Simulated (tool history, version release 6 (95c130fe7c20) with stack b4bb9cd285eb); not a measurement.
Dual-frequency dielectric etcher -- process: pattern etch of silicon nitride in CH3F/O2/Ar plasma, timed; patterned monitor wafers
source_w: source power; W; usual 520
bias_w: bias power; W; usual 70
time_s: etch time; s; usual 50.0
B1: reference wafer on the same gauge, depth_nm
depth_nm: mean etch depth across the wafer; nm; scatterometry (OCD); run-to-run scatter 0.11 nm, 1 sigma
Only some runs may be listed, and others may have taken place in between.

{"run": 1, "hour": 0.0, "source_w": 520, "bias_w": 70, "time_s": 42.0, "B1": 42.37, "depth_nm": 32.34}
{"run": 2, "hour": 10.3, "source_w": 520, "bias_w": 70, "time_s": 42.0, "B1": 42.41, "depth_nm": 32.36}
{"run": 3, "hour": 19.5, "source_w": 520, "bias_w": 70, "time_s": 50.0, "B1": 42.37, "depth_nm": 38.36}
{"run": 4, "hour": 33.4, "source_w": 520, "bias_w": 70, "time_s": 50.0, "B1": 42.42, "depth_nm": 38.57}
{"run": 5, "hour": 42.5, "source_w": 520, "bias_w": 70, "time_s": 50.0, "B1": 42.42, "depth_nm": 38.24}
{"run": 6, "hour": 59.7, "source_w": 520, "bias_w": 58, "time_s": 50.0, "B1": 42.4, "depth_nm": 36.4}
{"run": 7, "hour": 72.9, "source_w": 520, "bias_w": 58, "time_s": 50.0, "B1": 42.41, "depth_nm": 36.7}
{"hour": 80.4, "done": "gauge calibrated"}
{"hour": 110.4, "done": "upper electrode replaced"}
{"run": 8, "hour": 110.9, "source_w": 430, "bias_w": 70, "time_s": 50.0, "B1": 42.38, "depth_nm": 35.95}
{"run": 9, "hour": 111.2, "source_w": 430, "bias_w": 70, "time_s": 50.0, "B1": 42.38, "depth_nm": 36.14}
{"run": 10, "hour": 111.5, "source_w": 520, "bias_w": 62, "time_s": 50.0, "B1": 42.4, "depth_nm": 37.24}
{"run": 11, "hour": 121.0, "source_w": 520, "bias_w": 70, "time_s": 50.0, "B1": 42.43, "depth_nm": 38.24}
{"hour": 125.6, "done": "source power generator calibrated"}
{"run": 12, "hour": 138.6, "source_w": 470, "bias_w": 86, "time_s": 56.5, "B1": 42.4, "depth_nm": 44.44}
{"run": 13, "hour": 148.8, "source_w": 520, "bias_w": 70, "time_s": 45.0, "B1": 42.36, "depth_nm": 34.45}
{"hour": 183.9, "done": "wet clean of the chamber"}
{"run": 14, "hour": 184.4, "source_w": 400, "bias_w": 85, "time_s": 44.5, "B1": 42.43, "depth_nm": 33.07}
{"run": 15, "hour": 185.2, "source_w": 650, "bias_w": 62, "time_s": 50.0, "B1": 42.47, "depth_nm": 40.07}
{"hour": 191.2, "done": "gauge calibrated"}
{"hour": 195.8, "done": "bias power generator calibrated"}
{"run": 16, "hour": 196.3, "source_w": 650, "bias_w": 62, "time_s": 50.0, "B1": 42.41, "depth_nm": 40.28}
{"run": 17, "hour": 205.7, "source_w": 470, "bias_w": 86, "time_s": 56.5, "B1": 42.4, "depth_nm": 44.24}
{"run": 18, "hour": 217.6, "source_w": 520, "bias_w": 77, "time_s": 40.0, "B1": 42.36, "depth_nm": 31.68}
{"run": 19, "hour": 226.9, "source_w": 580, "bias_w": 64, "time_s": 58.0, "B1": 42.41, "depth_nm": 45.13}
{"run": 20, "hour": 242.3, "source_w": 520, "bias_w": 84, "time_s": 50.0, "B1": 42.36, "depth_nm": 40.38}
{"run": 21, "hour": 248.9, "source_w": 430, "bias_w": 70, "time_s": 37.5, "B1": 42.41, "depth_nm": 27.06}

Each row is a separate what-if for the run after 21, all from the same tool condition, not one after another. Results?
{"run": "A", "hour": 249.3, "source_w": 520, "bias_w": 70, "time_s": 50.0, "B1": "?", "depth_nm": "?"}
{"run": "B", "hour": 249.3, "source_w": 470, "bias_w": 70, "time_s": 58.0, "B1": "?", "depth_nm": "?"}
{"run": "C", "hour": 249.3, "source_w": 470, "bias_w": 88, "time_s": 35.0, "B1": "?", "depth_nm": "?"}
{"run": "D", "hour": 249.3, "source_w": 520, "bias_w": 80, "time_s": 50.0, "B1": "?", "depth_nm": "?"}

run=A B1=42.42 depth_nm=38.35
run=B B1=42.42 depth_nm=43.01
run=C B1=42.42 depth_nm=27.68
run=D B1=42.42 depth_nm=39.78
Take away the tool's hidden state, keep each run's random variation, and the runs would have read:
run=A depth_nm=38.35
run=B depth_nm=43.01
run=C depth_nm=27.68
run=D depth_nm=39.78

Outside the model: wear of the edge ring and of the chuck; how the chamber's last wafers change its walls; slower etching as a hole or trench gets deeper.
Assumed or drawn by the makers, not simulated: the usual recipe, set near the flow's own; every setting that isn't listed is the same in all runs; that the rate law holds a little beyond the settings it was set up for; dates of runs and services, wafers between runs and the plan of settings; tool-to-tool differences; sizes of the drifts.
